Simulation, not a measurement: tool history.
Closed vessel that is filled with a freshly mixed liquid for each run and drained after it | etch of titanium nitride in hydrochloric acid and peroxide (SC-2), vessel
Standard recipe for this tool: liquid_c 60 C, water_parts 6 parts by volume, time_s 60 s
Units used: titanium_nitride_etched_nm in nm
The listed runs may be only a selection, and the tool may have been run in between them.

run,hour,liquid_c,water_parts,time_s,"read-back film thickness of the titanium nitride reference wafer, read on the same gauge (nm)",titanium_nitride_etched_nm
1,0,60,7.5,60,119.995,3.951
2,12.4,60,6,60,120.049,4.715
3,27.1,60,6,60,120.025,4.683
4,61,60,6,60,120.004,4.723
5,84.8,60,4,60,120.004,6.213
6,149.5,60,4,60,120.018,6.285
7,169.2,60,6,60,120.03,4.685
8,182.2,60,8.5,50,120.013,3.042
9,213.3,60,6,30,120.009,2.372
10,240.3,52,6,35,119.985,1.666
11,269.2,60,7,35,120.016,2.506
12,288.2,60,8.5,60,119.968,3.619
# hour 315.3: new drum of peroxide connected
13,321.5,60,6,60,119.979,4.833
14,343.2,60,6,60,119.965,4.78
15,360,66,6,60,120.009,6.9
# hour 374.2: thermometer replaced
16,390.2,70,4,75,120.016,14.509
# hour 398.7: chemicals flow meter replaced
17,406.9,57,8,75,120.023,3.623
18,419.5,60,7,60,119.99,3.937
19,440.1,60,6,60,119.958,4.421
20,456.2,60,4.5,60,119.983,5.392
21,475.6,62.5,6,30,120.015,2.601
22,498.2,60,6,60,120.012,4.471
23,523.9,64,7.5,90,119.969,7.092
24,544.7,60,6,60,119.989,4.439
25,566.3,60,6,60,120.029,4.479
26,580.3,60,6,60,119.958,4.487
27,616,65.5,8.5,60,120.007,4.84
# hour 640.7: new drum of peroxide connected
28,642.4,60,6,60,119.975,4.434
29,669.1,55.5,7,30,119.995,1.501
30,690.6,65,4,90,120.004,12.161

Some steps in titanium_nitride_etched_nm, run to run, broken into two amounts with sign: the step expected even without the hidden condition (settings, incoming material, random variation), and the rest, left for the hidden condition together with whatever gauge scatter is not in both the measured and the hidden-condition-free result:
Hidden state present: liquid colder than its thermometer reads (K); chemicals flow above the setpoint (%); peroxide weaker than its label (%); gauge reads high (%).
Run 15 -> 16: liquid_c 66 -> 70, water_parts 6 -> 4, time_s 60 -> 75, thermometer replaced. titanium_nitride_etched_nm +7.609 nm: hidden state +0.577, all else +7.032.
Run 16 -> 17: liquid_c 70 -> 57, water_parts 4 -> 8, chemicals flow meter replaced. titanium_nitride_etched_nm -10.886 nm: hidden state -1.171, all else -9.715.
Run 29 -> 30: liquid_c 55.5 -> 65, water_parts 7 -> 4, time_s 30 -> 90. titanium_nitride_etched_nm +10.66 nm: hidden state +0.309, all else +10.351.
